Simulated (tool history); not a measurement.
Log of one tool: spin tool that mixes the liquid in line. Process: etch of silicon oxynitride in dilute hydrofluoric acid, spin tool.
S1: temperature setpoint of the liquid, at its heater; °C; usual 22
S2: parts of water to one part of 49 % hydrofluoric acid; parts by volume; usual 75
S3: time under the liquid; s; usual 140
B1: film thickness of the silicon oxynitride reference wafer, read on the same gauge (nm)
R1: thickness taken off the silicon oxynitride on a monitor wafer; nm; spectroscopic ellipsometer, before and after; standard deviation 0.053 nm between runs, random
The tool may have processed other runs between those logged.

run    hour    S1   S2   S3     B1     R1
  1       0    22   75  140  30.06    8.1
       25.1  -- gauge calibrated
  2    45.6    22   75  140  29.97   8.28
  3    79.9    22   75  140  29.98   8.01
  4   121.3    22   75  140  30.01   8.06
  5   145.9    22   75  140  29.98   8.08
  6   213.5    22   75  140  30.01   8.19
  7   273.2    22   75  140  29.97   8.18
  8   334.5    22   75   75  30.03   4.38
  9     388    22   75   75  30.02   4.39
 10   420.2    22  105  140  30.03   5.72
 11   475.8    22   75  185     30   10.9
 12   541.7    22   75  140     30    8.2
 13     610    22   75  140  30.03   8.44
 14   646.7    22   75  140  30.03   8.35
 15   673.8    22   75  140  30.01   8.35
      692.6  -- thermometer replaced
 16   734.6    22   75   95  30.03   5.01
 17   773.2    22   75  140  29.96   7.39
 18   815.1    22   40  140  29.97  14.26
 19   863.9    20   40   70     30   6.53
        907  -- gauge calibrated
 20   929.7    17   60   80  30.04   4.21
 21   988.1    22   35   95  30.02  11.12
 22  1149.4  25.5   50  140     30  13.58
     1165.2  -- hydrofluoric acid flow meter replaced
 23  1200.3    22   75  140  30.06   7.48
 24  1249.6    18   75  210  30.02   9.21
 25  1320.5  23.5   50   70  30.02    6.2
 26  1442.4    22   75  140  30.03   7.64
 27  1612.1  19.5   55  185  30.01  12.43
 28    1670    18  110   65  30.06   1.95
 29  1694.4    25   75  195  29.96  12.31
 30  1725.6  26.5   40  170  30.03  22.43
 31  1760.5    22   75  140     30   7.64

How would selected steps in R1 from run to run divide? Give the signed amount a tool lacking its hidden state would still show from settings, what came in and random variation, and the signed amount left for the hidden state, including any gauge scatter that is not in both of the compared results.
Hidden conditions of the tool in this case: liquid hotter than its thermometer reads (K); hydrofluoric acid flow above the setpoint (%); gauge reads high (%).
Run 10 -> 11: S2 105 -> 75, S3 140 -> 185. R1 +5.18 nm: hidden state +0.62, all else +4.56.
Run 15 -> 16: S3 140 -> 95, thermometer replaced. R1 -3.34 nm: hidden state -0.99, all else -2.35.
Run 27 -> 28: S1 19.5 -> 18, S2 55 -> 110, S3 185 -> 65. R1 -10.48 nm: hidden state -0.42, all else -10.06.
Run 28 -> 29: S1 18 -> 25, S2 110 -> 75, S3 65 -> 195. R1 +10.36 nm: hidden state +0.43, all else +9.93.
Run 30 -> 31: S1 26.5 -> 22, S2 40 -> 75, S3 170 -> 140. R1 -14.79 nm: hidden state -0.62, all else -14.17.
